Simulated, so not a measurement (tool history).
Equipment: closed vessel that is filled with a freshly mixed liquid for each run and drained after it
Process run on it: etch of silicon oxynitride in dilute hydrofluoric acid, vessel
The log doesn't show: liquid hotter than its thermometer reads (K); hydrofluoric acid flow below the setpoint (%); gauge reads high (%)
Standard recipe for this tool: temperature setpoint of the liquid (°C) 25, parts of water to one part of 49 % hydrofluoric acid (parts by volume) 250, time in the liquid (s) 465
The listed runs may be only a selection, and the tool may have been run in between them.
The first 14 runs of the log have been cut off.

run	hour	temperature setpoint of the liquid (°C)	parts of water to one part of 49 % hydrofluoric acid (parts by volume)	time in the liquid (s)	wafers since the last listed run	hours since the thermometer was replaced	hours since the hydrofluoric acid flow meter was replaced	hours since the gauge calibration	read-back film thickness of the silicon oxynitride reference wafer, read on the same gauge (nm)	thickness taken off the silicon oxynitride on a monitor wafer (nm)
# hour 210.9: thermometer replaced
15	213.9	25	250	465	1568	3	1611.2	76.2	29.97	7.52
16	224.2	25	250	465	985	13.3	1621.5	86.5	30	7.42
17	233.7	25	250	735	908	22.8	1631	96	30	11.85
18	241.6	25	250	465	755	30.7	1638.9	103.9	30.01	7.5
19	258.9	27.5	250	310	1655	48	1656.2	121.2	30.01	5.57
20	269.1	25	325	205	975	58.2	1666.4	131.4	30	2.39
21	285.9	25	145	670	1607	75	1683.2	148.2	29.98	20.22
# hour 301.9: hydrofluoric acid flow meter replaced
22	302.4	28.5	150	325	1482	91.5	0.5	164.7	30.01	9.92
23	312.5	23	250	465	966	101.6	10.6	174.8	29.99	6.13
24	321.5	25	250	465	860	110.6	19.6	183.8	30.04	6.67
25	336.7	21	250	215	1454	125.8	34.8	199	29.96	2.64
26	350.3	25	125	465	1301	139.4	48.4	212.6	29.99	14.98
27	368.2	25	250	465	1712	157.3	66.3	230.5	29.98	6.74
# hour 378.5: gauge calibrated
28	385.9	25	170	240	1693	175	84	7.4	30.02	5.43
# hour 396: hydrofluoric acid flow meter replaced, repeated, since the last time left the tool worse
29	402.4	20.5	250	465	1482	191.5	6.4	23.9	29.98	6.56
30	411.6	26.5	325	725	880	200.7	15.6	33.1	30.01	9.74
31	427.3	25	250	465	1501	216.4	31.3	48.8	30	7.99
32	442.2	25	250	465	1425	231.3	46.2	63.7	29.94	7.89
33	451.8	22	370	290	918	240.9	55.8	73.3	30.02	2.73
34	459.8	22.5	320	230	765	248.9	63.8	81.3	29.98	2.63

3 options for the next run, each taken on its own from the tool as it stands now. Forecast them:
A	460.6	25	250	465	76	249.7	64.6	82.1	?	?
B	460.6	26.5	325	730	76	249.7	64.6	82.1	?	?
C	460.6	25	145	465	76	249.7	64.6	82.1	?	?

run	read-back film thickness of the silicon oxynitride reference wafer, read on the same gauge (nm)	thickness taken off the silicon oxynitride on a monitor wafer (nm)
A	30.02	7.92
B	30.02	9.63
C	30.02	14.83
Had the tool no hidden state, the same runs would have come out as:
run	thickness taken off the silicon oxynitride on a monitor wafer (nm)
A	8.13
B	9.9
C	15.21
